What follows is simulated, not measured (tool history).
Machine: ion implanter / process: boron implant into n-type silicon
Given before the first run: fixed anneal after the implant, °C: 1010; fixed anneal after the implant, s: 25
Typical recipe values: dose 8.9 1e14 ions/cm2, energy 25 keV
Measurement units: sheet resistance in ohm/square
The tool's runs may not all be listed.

run	hour	dose	energy	read-back reference wafer on the same gauge, sheet resistance	sheet resistance
1	0	8.9	25	120.16	126.28
2	15	8.9	25	119.91	125.98
3	114.1	8.9	25	120.02	126.24
4	130.6	8.9	25	119.93	126.72
5	152.4	8.9	25	120.07	126.09
6	169.7	8.9	25	120.06	125.95
7	195.8	8.9	25	119.97	125.98
8	223.3	8.9	25	119.81	126.45
9	255.3	8.9	25	120.13	126.32
10	288.2	8.9	25	119.96	126.22
11	310.3	7.69	22.5	119.99	144.16
12	339.2	7.69	22.5	120.01	144.76
13	372.1	8.9	30	120.09	124.46
14	398.8	8.9	30	119.91	124.63
15	423.4	8.9	30	119.84	124.94
16	451.9	8.9	25	120.06	126.29
17	467	8.9	25	120.01	126.88
18	501.1	6.92	18.5	119.99	161.7
19	529.7	8.9	25	120	126.3
20	600.9	7.68	18	120.09	148.48
21	630.6	6.62	28.5	119.89	161.57
22	652.7	7.33	18	120.18	153.78
23	665.7	8.9	25	120.07	126.57
24	681.8	8.9	25	119.98	126.53
25	716.8	10.47	21.5	119.89	107.66
26	745.2	10.06	25	120.1	110.15
27	772.8	11.55	33	119.95	96.65
28	806.2	7.33	18	120.08	149.02
29	831.8	8.9	25	119.87	122.39
30	866.5	9.72	16.5	119.94	118.94
31	878.6	8.19	20.5	119.9	133.79
32	895.6	8.9	25	119.81	122.59
33	923.5	8.9	16.5	119.94	127.63
34	959.2	8.9	25	120.02	122.79
35	1059.4	11.5	18.5	119.96	103.06
36	1132.8	10.6	30	120.02	105.86
37	1165.2	7.51	22.5	119.99	145.07

Not shown: 3 entries that the log had between the listed runs. Between which runs, and how does the tool's hidden state differ before and after?
Logged between run 15 and run 16: gauge calibrated (hour 450.9)
  deviation of the true dose from the Faraday cup's reading, %: -3.84 -> -3.85
  the result without the hidden state subtracted from the measured one, sheet resistance: +4.02 -> +4.14 ohm/square
Logged between run 18 and run 19: extraction supply calibrated (hour 520.1)
  deviation of the true dose from the Faraday cup's reading, %: -3.87 -> -3.88
  the result without the hidden state subtracted from the measured one, sheet resistance: +5.41 -> +4.17 ohm/square
Logged between run 24 and run 25: Faraday cup replaced and dose calibrated (hour 716.3)
  deviation of the true dose from the Faraday cup's reading, %: -3.93 -> 0.311
  the result without the hidden state subtracted from the measured one, sheet resistance: +4.23 -> -0.28 ohm/square
